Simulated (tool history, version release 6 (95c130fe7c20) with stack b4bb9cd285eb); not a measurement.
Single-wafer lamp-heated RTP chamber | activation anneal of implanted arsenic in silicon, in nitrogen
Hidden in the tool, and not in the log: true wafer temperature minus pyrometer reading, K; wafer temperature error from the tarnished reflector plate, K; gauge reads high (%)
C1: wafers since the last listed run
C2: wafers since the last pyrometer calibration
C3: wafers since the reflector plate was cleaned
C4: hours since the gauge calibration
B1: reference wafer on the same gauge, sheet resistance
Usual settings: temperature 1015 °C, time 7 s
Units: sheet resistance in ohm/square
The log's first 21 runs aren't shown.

-- hour=255.3 pyrometer window cleaned and pyrometer calibrated
run 22 hour=265.1 | temperature=1015 time=7 | C1=466 C2=155 C3=694 C4=428.9 | B1=646.10 | sheet_resistance=634.13
run 23 hour=276.9 | temperature=993 time=9 | C1=187 C2=343 C3=881 C4=440.7 | B1=646.63 | sheet_resistance=637.98
run 24 hour=308.3 | temperature=1037 time=4 | C1=498 C2=841 C3=1379 C4=472.1 | B1=648.16 | sheet_resistance=638.14
-- hour=309.2 gauge calibrated
run 25 hour=318.0 | temperature=1000 time=10 | C1=153 C2=995 C3=1533 C4=8.8 | B1=636.50 | sheet_resistance=625.82
run 26 hour=328.4 | temperature=1015 time=7 | C1=165 C2=1160 C3=1698 C4=19.2 | B1=636.50 | sheet_resistance=625.78
run 27 hour=341.8 | temperature=1031 time=8 | C1=212 C2=1373 C3=1911 C4=32.6 | B1=636.54 | sheet_resistance=620.21
run 28 hour=356.1 | temperature=996 time=6 | C1=227 C2=1600 C3=2138 C4=46.9 | B1=636.74 | sheet_resistance=632.16
run 29 hour=370.9 | temperature=1015 time=7 | C1=234 C2=1835 C3=2373 C4=61.7 | B1=636.92 | sheet_resistance=625.96
-- hour=385.5 pyrometer window cleaned and pyrometer calibrated
run 30 hour=387.0 | temperature=1015 time=7 | C1=128 C2=24 C3=2502 C4=77.8 | B1=637.07 | sheet_resistance=626.56
run 31 hour=402.6 | temperature=1015 time=3 | C1=247 C2=271 C3=2749 C4=93.4 | B1=637.12 | sheet_resistance=633.98
run 32 hour=447.6 | temperature=1003 time=7 | C1=714 C2=986 C3=3464 C4=138.4 | B1=637.40 | sheet_resistance=630.48
run 33 hour=480.5 | temperature=1004 time=6 | C1=522 C2=1508 C3=3986 C4=171.3 | B1=638.09 | sheet_resistance=631.43
run 34 hour=488.9 | temperature=1029 time=10 | C1=133 C2=1641 C3=4119 C4=179.7 | B1=638.21 | sheet_resistance=620.58
-- hour=504.5 pyrometer window cleaned and pyrometer calibrated
run 35 hour=505.0 | temperature=1037 time=6 | C1=128 C2=7 C3=4248 C4=195.8 | B1=638.37 | sheet_resistance=624.37
run 36 hour=516.9 | temperature=997 time=4 | C1=188 C2=196 C3=4437 C4=207.7 | B1=638.76 | sheet_resistance=636.24
run 37 hour=533.5 | temperature=1040 time=7 | C1=263 C2=460 C3=4700 C4=224.3 | B1=639.12 | sheet_resistance=622.04

Forecast each of these 4 alternatives for the next run:
run A hour=533.9 | temperature=1015 time=5 | C1=6 C2=466 C3=4707 C4=224.7 | B1=? | sheet_resistance=?
run B hour=533.9 | temperature=1027 time=9 | C1=6 C2=466 C3=4707 C4=224.7 | B1=? | sheet_resistance=?
run C hour=533.9 | temperature=992 time=9 | C1=6 C2=466 C3=4707 C4=224.7 | B1=? | sheet_resistance=?
run D hour=533.9 | temperature=1006 time=11 | C1=6 C2=466 C3=4707 C4=224.7 | B1=? | sheet_resistance=?

run=A B1=639.23 sheet_resistance=630.40
run=B B1=639.23 sheet_resistance=622.02
run=C B1=639.23 sheet_resistance=629.72
run=D B1=639.23 sheet_resistance=624.91
Without the tool's hidden state the same runs would have given:
run=A sheet_resistance=627.34
run=B sheet_resistance=619.00
run=C sheet_resistance=626.67
run=D sheet_resistance=621.88
